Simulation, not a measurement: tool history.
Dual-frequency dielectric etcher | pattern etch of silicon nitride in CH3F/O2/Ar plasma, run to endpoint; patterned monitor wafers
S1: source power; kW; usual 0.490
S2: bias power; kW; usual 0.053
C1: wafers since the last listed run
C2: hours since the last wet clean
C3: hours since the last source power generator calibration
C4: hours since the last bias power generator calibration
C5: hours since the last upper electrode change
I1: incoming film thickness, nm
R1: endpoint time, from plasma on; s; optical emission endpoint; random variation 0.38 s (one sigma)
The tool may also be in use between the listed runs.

run   hour     S1     S2   C1     C2      C3      C4      C5     I1    R1
  1    0.0  0.490  0.053    0  246.3  3400.4  2409.1  4038.4  31.86  51.2
  2   16.7  0.490  0.053  109  263.0  3417.1  2425.8  4055.1  32.69  52.1
  3   33.2  0.490  0.045  108  279.5  3433.6  2442.3  4071.6  32.35  54.7
  4   39.7  0.490  0.053   42  286.0  3440.1  2448.8  4078.1  32.17  51.4
  5   48.1  0.540  0.053   55  294.4  3448.5  2457.2  4086.5  32.19  49.4
  6   56.2  0.540  0.053   53  302.5  3456.6  2465.3  4094.6  32.45  49.4
  7   65.5  0.540  0.053   61  311.8  3465.9  2474.6  4103.9  32.14  49.9
  8   71.7  0.490  0.056   40  318.0  3472.1  2480.8  4110.1  32.40  51.2
  9   80.2  0.490  0.050   55  326.5  3480.6  2489.3  4118.6  32.31  52.7
 10   90.7  0.490  0.050   69  337.0  3491.1  2499.8  4129.1  32.43  52.8
 11  102.5  0.490  0.050   77  348.8  3502.9  2511.6  4140.9  32.38  53.2
 12  113.9  0.490  0.053   74  360.2  3514.3  2523.0  4152.3  32.41  52.5
 13  126.1  0.490  0.053   80  372.4  3526.5  2535.2  4164.5  32.42  52.3
 14  141.8  0.530  0.053  103  388.1  3542.2  2550.9  4180.2  31.96  49.3
 15  147.8  0.530  0.053   39  394.1  3548.2  2556.9  4186.2  31.97  50.2
 16  178.4  0.410  0.045  201  424.7  3578.8  2587.5  4216.8  32.23  59.2
 17  187.3  0.410  0.045   58  433.6  3587.7  2596.4  4225.7  32.54  59.9
     216.7  -- upper electrode replaced
 18  217.2  0.530  0.059   38  463.5  3617.6  2626.3     0.5  31.92  48.6
 19  217.6  0.400  0.043    2  463.9  3618.0  2626.7     0.9  32.22  60.6
 20  221.5  0.490  0.053   25  467.8  3621.9  2630.6     4.8  32.29  51.9
 21  228.4  0.490  0.048   45  474.7  3628.8  2637.5    11.7  32.09  53.4
 22  243.2  0.590  0.053   97  489.5  3643.6  2652.3    26.5  32.02  48.7
     252.0  -- source power generator calibrated
     273.7  -- wet clean of the chamber
 23  274.2  0.410  0.045   34    0.5    22.2  2683.3    57.5  32.24  57.1
 24  274.5  0.420  0.044    1    0.8    22.5  2683.6    57.8  32.56  58.1
 25  280.8  0.560  0.064   41    7.1    28.8  2689.9    64.1  32.23  45.0
 26  287.8  0.580  0.040   46   14.1    35.8  2696.9    71.1  32.19  51.7
     297.1  -- bias power generator calibrated
 27  299.9  0.490  0.058   53   26.2    47.9     2.8    83.2  32.07  48.8
 28  308.9  0.430  0.061   59   35.2    56.9    11.8    92.2  32.12  50.8
 29  318.7  0.580  0.059   64   45.0    66.7    21.6   102.0  32.22  45.6
 30  332.4  0.490  0.053   90   58.7    80.4    35.3   115.7  31.97  50.9
 31  342.3  0.490  0.053   65   68.6    90.3    45.2   125.6  31.97  50.5
 32  354.2  0.440  0.062   78   80.5   102.2    57.1   137.5  32.45  50.0
 33  361.7  0.490  0.064   49   88.0   109.7    64.6   145.0  32.06  48.1
 34  368.4  0.560  0.057   44   94.7   116.4    71.3   151.7  32.08  47.3
 35  378.0  0.410  0.065   63  104.3   126.0    80.9   161.3  31.96  51.0
 36  385.7  0.590  0.041   50  112.0   133.7    88.6   169.0  32.21  51.6

3 ways to go on from here, each from the tool as it stands after run 36. What would each give?
  A  386.1  0.490  0.044   2  112.4  134.1  89.0  169.4  32.32   ?
  B  386.1  0.560  0.044   2  112.4  134.1  89.0  169.4  32.32   ?
  C  386.1  0.390  0.044   2  112.4  134.1  89.0  169.4  32.32   ?

run    R1
  A  54.0
  B  51.2
  C  59.2
Without the tool's hidden state the same runs would have given:
run    R1
  A  53.0
  B  50.2
  C  58.1

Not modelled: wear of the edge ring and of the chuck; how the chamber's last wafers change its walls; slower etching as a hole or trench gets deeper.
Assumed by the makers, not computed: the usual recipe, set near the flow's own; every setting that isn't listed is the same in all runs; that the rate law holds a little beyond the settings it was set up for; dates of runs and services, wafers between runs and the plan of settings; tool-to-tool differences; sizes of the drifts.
